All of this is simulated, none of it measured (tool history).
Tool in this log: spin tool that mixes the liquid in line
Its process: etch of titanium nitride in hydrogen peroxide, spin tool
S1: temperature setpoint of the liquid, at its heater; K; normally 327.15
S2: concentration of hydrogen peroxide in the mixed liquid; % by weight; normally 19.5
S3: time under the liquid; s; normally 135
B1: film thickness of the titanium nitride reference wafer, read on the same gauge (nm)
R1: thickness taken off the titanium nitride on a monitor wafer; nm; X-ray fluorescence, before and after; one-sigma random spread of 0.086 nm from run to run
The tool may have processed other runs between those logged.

Run 1, day 0.000: usual settings but S2 21.5 % by weight; B1 140.02. Result: R1 9.38 nm.
Run 2, day 0.979: usual settings but S2 21.5 % by weight; B1 140.00. Result: R1 9.39 nm.
Run 3, day 2.221: usual settings but S2 21.5 % by weight; B1 139.99. Result: R1 9.26 nm.
Run 4, day 2.850: usual settings; B1 139.99. Result: R1 9.05 nm.
Run 5, day 4.100: usual settings but S1 330.15 K, S3 80 s; B1 140.02. Result: R1 6.60 nm.
Run 6, day 4.775: usual settings but S1 330.15 K, S3 80 s; B1 139.99. Result: R1 6.56 nm.
Run 7, day 6.171: usual settings but S1 333.65 K; B1 139.99. Result: R1 14.10 nm.
Run 8, day 6.683: usual settings but S1 333.65 K; B1 139.97. Result: R1 13.98 nm.
Run 9, day 7.762: usual settings but S1 325.15 K; B1 139.99. Result: R1 7.75 nm.
At day 8.675: thermometer replaced.
Run 10, day 8.779: usual settings but S1 325.15 K; B1 139.99. Result: R1 8.53 nm.
Run 11, day 10.179: usual settings but S1 336.15 K, S2 17.0 % by weight, S3 170 s; B1 140.01. Result: R1 22.28 nm.
Run 12, day 11.371: usual settings but S1 324.15 K, S2 23.5 % by weight; B1 140.01. Result: R1 8.24 nm.
At day 11.542: peroxide flow meter replaced.
At day 12.633: new drum of peroxide connected.
Run 13, day 12.704: usual settings but S1 333.65 K, S3 60 s; B1 140.01. Result: R1 6.79 nm.
At day 12.817: gauge calibrated.
Run 14, day 13.792: usual settings but S1 330.15 K; B1 140.01. Result: R1 11.92 nm.
At day 16.096: heated supply line repaired.
Run 15, day 16.250: usual settings but S2 21.5 % by weight; B1 139.99. Result: R1 9.89 nm.
Run 16, day 17.446: usual settings but S3 200 s; B1 140.02. Result: R1 14.19 nm.
Run 17, day 18.017: usual settings but S2 25.0 % by weight, S3 60 s; B1 140.00. Result: R1 4.49 nm.
Run 18, day 19.308: usual settings but S1 333.65 K; B1 139.99. Result: R1 14.87 nm.
Run 19, day 20.296: usual settings but S3 200 s; B1 139.99. Result: R1 14.07 nm.
Run 20, day 21.192: usual settings but S1 319.15 K, S2 16.5 % by weight; B1 139.99. Result: R1 5.12 nm.

Consider 3 possible next runs. They are alternatives, not a sequence: every one starts from the tool as it was left by run 20. What does each give?
Run A, day 21.212: usual settings; B1 ?. Result: R1 ?.
Run B, day 21.212: usual settings but S1 332.65 K, S2 15.0 % by weight, S3 95 s; B1 ?. Result: R1 ?.
Run C, day 21.212: usual settings but S2 16.0 % by weight; B1 ?. Result: R1 ?.

run      B1    R1
  A  140.00  9.35
  B  140.00  9.13
  C  140.00  8.97
Without the tool's hidden state the same runs would have given:
run    R1
  A  9.96
  B  9.71
  C  9.55
